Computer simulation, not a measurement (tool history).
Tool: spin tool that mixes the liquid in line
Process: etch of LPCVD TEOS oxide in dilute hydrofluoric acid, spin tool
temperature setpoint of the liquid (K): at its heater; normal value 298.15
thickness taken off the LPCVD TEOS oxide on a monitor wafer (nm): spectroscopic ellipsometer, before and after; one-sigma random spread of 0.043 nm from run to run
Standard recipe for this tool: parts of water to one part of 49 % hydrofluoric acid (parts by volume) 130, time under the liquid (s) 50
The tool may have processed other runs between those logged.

run,hour,temperature setpoint of the liquid (K),parts of water to one part of 49 % hydrofluoric acid (parts by volume),time under the liquid (s),"read-back film thickness of the LPCVD TEOS oxide reference wafer, read on the same gauge (nm)",thickness taken off the LPCVD TEOS oxide on a monitor wafer (nm)
1,0,294.65,130,50,121.6,5.94
2,12.7,295.65,165,50,121.7,4.72
3,61.8,296.15,130,50,121.99,6.35
4,75.8,298.15,130,50,122.02,6.86
5,106.6,298.15,130,50,122.16,6.97
6,137.2,298.15,130,50,122.22,6.93
7,149.9,298.15,130,50,122.29,6.93
8,256.7,298.15,130,50,122.51,6.93
# hour 272.7: thermometer replaced
9,283.7,298.15,130,50,122.61,6.85
10,318.3,298.15,130,50,122.59,6.96
11,339.8,298.15,130,50,122.66,6.91
12,365.9,300.15,130,75,122.66,11.26
13,382.2,298.15,130,50,122.64,6.89
14,404.3,301.15,130,60,122.69,9.24
15,422.1,301.15,130,60,122.7,9.19
16,452,298.15,100,75,122.73,13.9
17,473.3,298.15,130,50,122.75,6.99
# hour 480.2: gauge calibrated
# hour 480.3: hydrofluoric acid flow meter replaced
18,508.5,293.15,95,80,120.54,12.52
19,528.8,298.15,90,50,120.79,10.24
20,553.1,298.15,130,50,121.07,6.79
21,567.4,296.65,170,80,121.15,7.48
22,588.3,298.15,130,60,121.39,8.24
23,631.2,296.65,130,50,121.72,6.47
24,645.7,299.65,70,25,121.76,7.31
25,672.5,299.65,85,50,121.91,11.9
26,695,298.15,80,50,122.05,12.02
27,719,302.65,160,30,122.15,3.82
28,750.1,298.15,75,50,122.29,12.8
29,774.8,298.15,100,50,122.35,9.38
30,807.8,298.15,130,50,122.44,6.92
31,820.6,298.15,130,50,122.53,6.89

Consider 3 possible next runs. They are alternatives, not a sequence: every one starts from the tool as it was left by run 31. What does each give?
A,821,298.15,130,35,?,?
B,821,298.15,185,30,?,?
C,821,295.15,130,50,?,?

run,"read-back film thickness of the LPCVD TEOS oxide reference wafer, read on the same gauge (nm)",thickness taken off the LPCVD TEOS oxide on a monitor wafer (nm)
A,122.46,4.85
B,122.46,2.74
C,122.46,6.17
The same runs, with their run-to-run variation unchanged, on a tool lacking any hidden condition would have given:
run,thickness taken off the LPCVD TEOS oxide on a monitor wafer (nm)
A,4.76
B,2.69
C,6.05
